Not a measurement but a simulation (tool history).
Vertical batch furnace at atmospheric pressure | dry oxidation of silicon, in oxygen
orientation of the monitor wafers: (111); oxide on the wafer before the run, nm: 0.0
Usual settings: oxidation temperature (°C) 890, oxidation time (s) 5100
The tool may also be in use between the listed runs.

run,hour,oxidation temperature (°C),oxidation time (s),wafers since the last listed run,hours since the last temperature calibration,hours since the boat lift was adjusted,hours since the gauge calibration,"read-back reference wafer on the same gauge, thickness",oxide thickness on the monitor wafer (angstrom)
1,0,890,5100,0,2179.9,4567,369,31.12,332.2
# hour 14.1: gauge calibrated
2,24.8,890,5100,351,2204.7,4591.8,10.7,31.1,330.9
3,40.3,890,5100,219,2220.2,4607.3,26.2,31.08,332.6
4,62.1,890,5880,309,2242,4629.1,48,31.11,366.2
5,77.1,890,5880,212,2257,4644.1,63,31.1,366.1
6,90.4,890,5880,188,2270.3,4657.4,76.3,31.12,366.9
7,102.5,890,4230,171,2282.4,4669.5,88.4,31.07,290.9
8,127,890,4230,347,2306.9,4694,112.9,31.12,291.1
9,140,890,4230,184,2319.9,4707,125.9,31.11,293
10,152,890,5100,170,2331.9,4719,137.9,31.1,332.8
11,168.2,890,5100,229,2348.1,4735.2,154.1,31.08,331.2
# hour 206.2: boat lift adjusted
12,206.7,890,5100,205,2386.6,0.5,192.6,31.07,334.6
13,212.7,890,5100,85,2392.6,6.5,198.6,31.11,333.1
# hour 237.2: thermocouples replaced and temperature profile calibrated
14,237.7,890,5100,14,0.5,31.5,223.6,31.11,314.8
15,249.2,873,2640,163,12,43,235.1,31.09,164.8
16,272.3,910,6270,327,35.1,66.1,258.2,31.12,444.2
17,296.6,890,5100,344,59.4,90.4,282.5,31.11,313.9
18,322,890,2880,360,84.8,115.8,307.9,31.13,211.3
19,334.8,890,5100,181,97.6,128.6,320.7,31.12,313.7
20,351.4,873,5100,235,114.2,145.2,337.3,31.1,262.7
21,377.2,890,5100,365,140,171,363.1,31.12,314.7
# hour 400.3: gauge calibrated
22,450.2,890,5100,1035,213,244,49.9,31.09,314.9
23,469.4,910,7440,272,232.2,263.2,69.1,31.11,502

Run 24 comes next. What will it give?
24,488.5,898,7050,270,251.3,282.3,88.2,?,?

read-back reference wafer on the same gauge, thickness: 31.11
oxide thickness on the monitor wafer (angstrom): 428.1
Without the tool's hidden state the same run would have given oxide thickness on the monitor wafer (angstrom) 425.5.
